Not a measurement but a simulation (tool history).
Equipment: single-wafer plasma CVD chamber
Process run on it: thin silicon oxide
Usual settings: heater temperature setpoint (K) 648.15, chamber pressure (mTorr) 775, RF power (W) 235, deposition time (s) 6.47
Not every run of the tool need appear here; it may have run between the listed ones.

run,hour,heater temperature setpoint (K),chamber pressure (mTorr),RF power (W),deposition time (s),wafers since the last listed run,hours since the last thermocouple change,hours since the last RF generator calibration,hours since the last manometer calibration,hours since the showerhead was replaced,hours since the gauge calibration,"read-back reference wafer on the same gauge, thickness_nm",mean film thickness on the monitor wafer (angstrom)
1,0.0,648.15,775,235,5.80,0,1666.1,1939.9,2710.6,4494.3,269.4,8.996,95.48
2,10.9,648.15,775,235,5.80,291,1677.0,1950.8,2721.5,4505.2,280.3,9.000,95.58
3,25.8,648.15,775,235,6.47,398,1691.9,1965.7,2736.4,4520.1,295.2,9.006,106.55
4,39.1,648.15,775,235,6.47,355,1705.2,1979.0,2749.7,4533.4,308.5,9.006,106.62
5,48.9,659.15,775,235,6.47,262,1715.0,1988.8,2759.5,4543.2,318.3,9.000,105.97
6,56.1,659.15,775,235,6.47,192,1722.2,1996.0,2766.7,4550.4,325.5,9.005,106.05
7,67.8,659.15,775,235,6.47,313,1733.9,2007.7,2778.4,4562.1,337.2,9.005,106.30
8,84.2,648.15,775,235,6.47,438,1750.3,2024.1,2794.8,4578.5,353.6,8.997,106.82
9,94.5,648.15,775,235,6.47,275,1760.6,2034.4,2805.1,4588.8,363.9,9.003,106.97
10,103.9,648.15,775,235,6.47,251,1770.0,2043.8,2814.5,4598.2,373.3,9.004,107.07
# hour 114.9: showerhead replaced
# hour 127.4: RF generator calibrated
11,127.9,648.15,775,235,6.47,214,1794.0,0.5,2838.5,13.0,397.3,9.004,106.91
12,129.5,648.15,775,235,6.47,42,1795.6,2.1,2840.1,14.6,398.9,8.996,106.93
13,138.5,648.15,775,200,6.47,240,1804.6,11.1,2849.1,23.6,407.9,9.000,102.25
14,154.6,634.15,649,195,7.64,430,1820.7,27.2,2865.2,39.7,424.0,9.000,100.84
15,171.7,648.15,775,235,6.47,457,1837.8,44.3,2882.3,56.8,441.1,8.995,106.72
16,187.4,657.15,775,195,7.23,420,1853.5,60.0,2898.0,72.5,456.8,9.000,113.36
# hour 207.6: thermocouple changed; heater temperature recalibrated
17,208.1,640.15,775,280,6.47,339,0.5,80.7,2918.7,93.2,477.5,9.000,113.14
# hour 208.7: gauge calibrated
18,212.3,648.15,775,235,6.47,112,4.7,84.9,2922.9,97.4,3.6,9.001,106.72
# hour 221.7: capacitance manometer re-zeroed and calibrated
19,229.9,655.15,775,215,5.64,256,22.3,102.5,8.2,115.0,21.2,9.006,93.23
20,245.2,648.15,911,270,6.91,409,37.6,117.8,23.5,130.3,36.5,8.996,139.01
21,258.2,648.15,775,210,6.47,347,50.6,130.8,36.5,143.3,49.5,8.999,106.42
22,268.8,648.15,873,235,6.47,283,61.2,141.4,47.1,153.9,60.1,8.997,122.07
23,279.2,648.15,831,235,7.51,278,71.6,151.8,57.5,164.3,70.5,8.996,135.63
# hour 295.2: capacitance manometer re-zeroed and calibrated, repeated, since the last time left the tool worse
24,295.7,648.15,775,280,5.50,227,88.1,168.3,0.5,180.8,87.0,9.000,89.60
25,308.5,648.15,775,235,6.47,342,100.9,181.1,13.3,193.6,99.8,9.001,100.53
26,324.7,648.15,717,220,6.47,433,117.1,197.3,29.5,209.8,116.0,9.002,90.89
27,337.8,659.15,650,235,5.79,350,130.2,210.4,42.6,222.9,129.1,8.998,74.08
28,347.9,648.15,921,260,6.47,270,140.3,220.5,52.7,233.0,139.2,8.999,120.19
29,363.3,648.15,960,235,6.47,412,155.7,235.9,68.1,248.4,154.6,8.998,121.73
30,380.9,648.15,775,235,7.73,470,173.3,253.5,85.7,266.0,172.2,8.989,119.29

What differs in the tool's unlogged condition from the final listed run ahead of each entry between runs to the first listed run following it?
Logged between run 10 and run 11: showerhead replaced (hour 114.9); RF generator calibrated (hour 127.4)
  true pressure above the setpoint (%): 6.59 -> 6.64
  measured result minus the result with no hidden state, mean film thickness on the monitor wafer (angstrom): +6.39 -> +6.43
Logged between run 16 and run 17: thermocouple changed; heater temperature recalibrated (hour 207.6)
  true pressure above the setpoint (%): 6.77 -> 6.82
  measured result minus the result with no hidden state, mean film thickness on the monitor wafer (angstrom): +6.93 -> +6.95
Logged between run 17 and run 18: gauge calibrated (hour 208.7)
  true pressure above the setpoint (%): 6.82 -> 6.83
  measured result minus the result with no hidden state, mean film thickness on the monitor wafer (angstrom): +6.95 -> +6.57
Logged between run 18 and run 19: capacitance manometer re-zeroed and calibrated (hour 221.7)
  true pressure above the setpoint (%): 6.83 -> 10.3
  measured result minus the result with no hidden state, mean film thickness on the monitor wafer (angstrom): +6.57 -> +8.08
Logged between run 23 and run 24: capacitance manometer re-zeroed and calibrated, repeated, since the last time left the tool worse (hour 295.2)
  true pressure above the setpoint (%): 10.4 -> -0.21
  measured result minus the result with no hidden state, mean film thickness on the monitor wafer (angstrom): +11.05 -> -0.18

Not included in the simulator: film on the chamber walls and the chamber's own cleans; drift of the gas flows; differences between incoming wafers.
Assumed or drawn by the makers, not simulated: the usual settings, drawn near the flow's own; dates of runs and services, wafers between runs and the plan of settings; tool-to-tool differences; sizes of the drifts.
